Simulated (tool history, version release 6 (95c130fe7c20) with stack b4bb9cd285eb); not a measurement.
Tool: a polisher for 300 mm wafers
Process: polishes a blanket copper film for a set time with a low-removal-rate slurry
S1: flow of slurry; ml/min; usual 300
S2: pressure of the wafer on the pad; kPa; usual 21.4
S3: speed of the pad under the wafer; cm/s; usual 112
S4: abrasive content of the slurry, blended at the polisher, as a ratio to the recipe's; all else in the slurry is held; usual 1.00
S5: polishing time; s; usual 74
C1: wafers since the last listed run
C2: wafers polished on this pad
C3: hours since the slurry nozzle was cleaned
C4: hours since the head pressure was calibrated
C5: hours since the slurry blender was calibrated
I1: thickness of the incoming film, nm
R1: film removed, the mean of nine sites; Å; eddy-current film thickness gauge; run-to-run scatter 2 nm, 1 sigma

{"run": 1, "hour": 0.0, "S1": 300, "S2": 21.4, "S3": 112, "S4": 1.0, "S5": 74, "C1": 0, "C2": 1861, "C3": 432.9, "C4": 111.9, "C5": 116.8, "I1": 1404.1, "R1": 2136}
{"run": 2, "hour": 43.8, "S1": 300, "S2": 21.4, "S3": 112, "S4": 1.0, "S5": 74, "C1": 322, "C2": 2183, "C3": 476.7, "C4": 155.7, "C5": 160.6, "I1": 1409.2, "R1": 2116}
{"run": 3, "hour": 68.0, "S1": 300, "S2": 17.9, "S3": 112, "S4": 1.0, "S5": 74, "C1": 177, "C2": 2361, "C3": 500.9, "C4": 179.9, "C5": 184.8, "I1": 1421.6, "R1": 1897}
{"run": 4, "hour": 95.7, "S1": 300, "S2": 17.9, "S3": 112, "S4": 1.0, "S5": 74, "C1": 203, "C2": 2565, "C3": 528.6, "C4": 207.6, "C5": 212.5, "I1": 1413.4, "R1": 1878}
{"hour": 131.0, "done": "slurry nozzle cleaned"}
{"run": 5, "hour": 150.7, "S1": 300, "S2": 17.9, "S3": 112, "S4": 1.0, "S5": 74, "C1": 397, "C2": 2962, "C3": 19.7, "C4": 262.6, "C5": 267.5, "I1": 1402.0, "R1": 1896}
{"run": 6, "hour": 192.8, "S1": 300, "S2": 21.4, "S3": 112, "S4": 1.0, "S5": 74, "C1": 309, "C2": 3272, "C3": 61.8, "C4": 304.7, "C5": 309.6, "I1": 1380.8, "R1": 2177}
{"run": 7, "hour": 239.6, "S1": 300, "S2": 21.4, "S3": 112, "S4": 1.0, "S5": 74, "C1": 344, "C2": 3616, "C3": 108.6, "C4": 351.5, "C5": 356.4, "I1": 1378.2, "R1": 2229}
{"run": 8, "hour": 286.8, "S1": 300, "S2": 21.4, "S3": 112, "S4": 1.0, "S5": 74, "C1": 347, "C2": 3963, "C3": 155.8, "C4": 398.7, "C5": 403.6, "I1": 1405.0, "R1": 2262}
{"hour": 299.1, "done": "worn pad replaced by a new one"}
{"run": 9, "hour": 357.6, "S1": 300, "S2": 18.6, "S3": 112, "S4": 1.0, "S5": 96, "C1": 491, "C2": 430, "C3": 226.6, "C4": 469.5, "C5": 474.4, "I1": 1380.8, "R1": 2645}
{"run": 10, "hour": 401.0, "S1": 375, "S2": 27.6, "S3": 112, "S4": 1.2, "S5": 96, "C1": 319, "C2": 749, "C3": 270.0, "C4": 512.9, "C5": 517.8, "I1": 1418.6, "R1": 3993}
{"hour": 454.0, "done": "slurry blender recalibrated"}
{"run": 11, "hour": 466.8, "S1": 300, "S2": 21.4, "S3": 112, "S4": 1.0, "S5": 74, "C1": 469, "C2": 1218, "C3": 335.8, "C4": 578.7, "C5": 12.8, "I1": 1413.9, "R1": 2398}
{"hour": 469.7, "done": "head pressure recalibrated"}
{"hour": 649.0, "done": "slurry nozzle cleaned"}
{"run": 12, "hour": 659.3, "S1": 300, "S2": 21.4, "S3": 112, "S4": 1.0, "S5": 74, "C1": 1393, "C2": 2612, "C3": 10.3, "C4": 189.6, "C5": 205.3, "I1": 1381.7, "R1": 2163}
{"run": 13, "hour": 699.7, "S1": 300, "S2": 15.9, "S3": 128, "S4": 1.1, "S5": 74, "C1": 297, "C2": 2909, "C3": 50.7, "C4": 230.0, "C5": 245.7, "I1": 1396.9, "R1": 1935}
{"run": 14, "hour": 739.4, "S1": 370, "S2": 21.4, "S3": 112, "S4": 0.75, "S5": 74, "C1": 291, "C2": 3201, "C3": 90.4, "C4": 269.7, "C5": 285.4, "I1": 1397.3, "R1": 2090}
{"run": 15, "hour": 779.0, "S1": 300, "S2": 21.4, "S3": 130, "S4": 1.0, "S5": 74, "C1": 291, "C2": 3492, "C3": 130.0, "C4": 309.3, "C5": 325.0, "I1": 1418.2, "R1": 2492}
{"hour": 826.6, "done": "worn pad replaced by a new one"}
{"hour": 919.2, "done": "slurry blender recalibrated"}
{"run": 16, "hour": 980.4, "S1": 400, "S2": 26.9, "S3": 92, "S4": 1.0, "S5": 89, "C1": 1437, "C2": 1116, "C3": 331.4, "C4": 510.7, "C5": 61.2, "I1": 1392.8, "R1": 3123}
{"hour": 1036.1, "done": "head pressure recalibrated"}
{"run": 17, "hour": 1038.4, "S1": 300, "S2": 21.4, "S3": 112, "S4": 1.0, "S5": 74, "C1": 411, "C2": 1528, "C3": 389.4, "C4": 2.3, "C5": 119.2, "I1": 1417.8, "R1": 2173}
{"run": 18, "hour": 1096.1, "S1": 300, "S2": 21.4, "S3": 112, "S4": 1.0, "S5": 74, "C1": 424, "C2": 1952, "C3": 447.1, "C4": 60.0, "C5": 176.9, "I1": 1408.3, "R1": 2155}
{"run": 19, "hour": 1157.6, "S1": 300, "S2": 21.4, "S3": 112, "S4": 1.0, "S5": 74, "C1": 452, "C2": 2405, "C3": 508.6, "C4": 121.5, "C5": 238.4, "I1": 1422.4, "R1": 2183}
{"hour": 1178.3, "done": "slurry nozzle cleaned"}
{"run": 20, "hour": 1212.1, "S1": 300, "S2": 21.4, "S3": 112, "S4": 1.0, "S5": 81, "C1": 393, "C2": 2798, "C3": 33.8, "C4": 176.0, "C5": 292.9, "I1": 1409.5, "R1": 2395}
{"run": 21, "hour": 1256.7, "S1": 365, "S2": 26.2, "S3": 112, "S4": 1.0, "S5": 74, "C1": 328, "C2": 3126, "C3": 78.4, "C4": 220.6, "C5": 337.5, "I1": 1395.2, "R1": 2594}
{"run": 22, "hour": 1284.7, "S1": 300, "S2": 14.5, "S3": 112, "S4": 0.8, "S5": 51, "C1": 205, "C2": 3332, "C3": 106.4, "C4": 248.6, "C5": 365.5, "I1": 1389.2, "R1": 1040}
{"hour": 1291.1, "done": "worn pad replaced by a new one"}
{"run": 23, "hour": 1348.2, "S1": 300, "S2": 21.4, "S3": 112, "S4": 1.0, "S5": 74, "C1": 437, "C2": 419, "C3": 169.9, "C4": 312.1, "C5": 429.0, "I1": 1385.8, "R1": 2202}
{"run": 24, "hour": 1394.4, "S1": 300, "S2": 13.8, "S3": 136, "S4": 1.3, "S5": 74, "C1": 339, "C2": 759, "C3": 216.1, "C4": 358.3, "C5": 475.2, "I1": 1378.4, "R1": 1949}
{"run": 25, "hour": 1463.7, "S1": 300, "S2": 23.4, "S3": 112, "S4": 1.0, "S5": 86, "C1": 509, "C2": 1269, "C3": 285.4, "C4": 427.6, "C5": 544.5, "I1": 1391.7, "R1": 2867}
{"hour": 1468.3, "done": "slurry blender recalibrated"}
{"run": 26, "hour": 1515.4, "S1": 195, "S2": 29.0, "S3": 112, "S4": 1.0, "S5": 74, "C1": 365, "C2": 1634, "C3": 337.1, "C4": 479.3, "C5": 47.1, "I1": 1409.5, "R1": 2908}
{"run": 27, "hour": 1554.5, "S1": 300, "S2": 21.4, "S3": 112, "S4": 1.0, "S5": 74, "C1": 287, "C2": 1922, "C3": 376.2, "C4": 518.4, "C5": 86.2, "I1": 1405.1, "R1": 2334}
{"run": 28, "hour": 1601.6, "S1": 340, "S2": 21.4, "S3": 150, "S4": 1.0, "S5": 74, "C1": 346, "C2": 2268, "C3": 423.3, "C4": 565.5, "C5": 133.3, "I1": 1420.2, "R1": 2932}
{"hour": 1649.7, "done": "head pressure recalibrated"}
{"hour": 1680.8, "done": "slurry nozzle cleaned"}
{"run": 29, "hour": 1730.6, "S1": 300, "S2": 21.4, "S3": 84, "S4": 1.0, "S5": 74, "C1": 926, "C2": 3195, "C3": 49.8, "C4": 80.9, "C5": 262.3, "I1": 1414.2, "R1": 1808}

Hidden state at the last listed run before each entry between runs and at the first one after, where it differs:
In the gap between runs 4 and 5: slurry nozzle cleaned (hour 131.0)
  deviation of the head's pressure from its setpoint, %: -0.171 -> 0.897
  measured less the result without the state, R1: -3 -> +14 Å
In the gap between runs 8 and 9: worn pad replaced by a new one (hour 299.1)
  deviation of the head's pressure from its setpoint, %: 4.62 -> 7.15
  measured less the result without the state, R1: +84 -> +148 Å
In the gap between runs 10 and 11: slurry blender recalibrated (hour 454.0)
  deviation of the head's pressure from its setpoint, %: 8.92 -> 11.9
  measured less the result without the state, R1: +275 -> +215 Å
In the gap between runs 11 and 12: head pressure recalibrated (hour 469.7); slurry nozzle cleaned (hour 649.0)
  deviation of the head's pressure from its setpoint, %: 11.9 -> 2.31
  measured less the result without the state, R1: +215 -> +41 Å
In the gap between runs 15 and 16: worn pad replaced by a new one (hour 826.6); slurry blender recalibrated (hour 919.2)
  deviation of the head's pressure from its setpoint, %: 4.78 -> 11.6
  measured less the result without the state, R1: +95 -> +274 Å
In the gap between runs 16 and 17: head pressure recalibrated (hour 1036.1)
  deviation of the head's pressure from its setpoint, %: 11.6 -> -0.819
  measured less the result without the state, R1: +274 -> -15 Å
In the gap between runs 19 and 20: slurry nozzle cleaned (hour 1178.3)
  deviation of the head's pressure from its setpoint, %: -0.209 -> 0.46
  measured less the result without the state, R1: -4 -> +9 Å
In the gap between runs 22 and 23: worn pad replaced by a new one (hour 1291.1)
  deviation of the head's pressure from its setpoint, %: 1.73 -> 3.2
  measured less the result without the state, R1: +15 -> +57 Å
In the gap between runs 25 and 26: slurry blender recalibrated (hour 1468.3)
  deviation of the head's pressure from its setpoint, %: 6.73 -> 8.67
  measured less the result without the state, R1: +152 -> +195 Å
In the gap between runs 28 and 29: head pressure recalibrated (hour 1649.7); slurry nozzle cleaned (hour 1680.8)
  deviation of the head's pressure from its setpoint, %: 12.4 -> 0.185
  measured less the result without the state, R1: +274 -> +3 Å
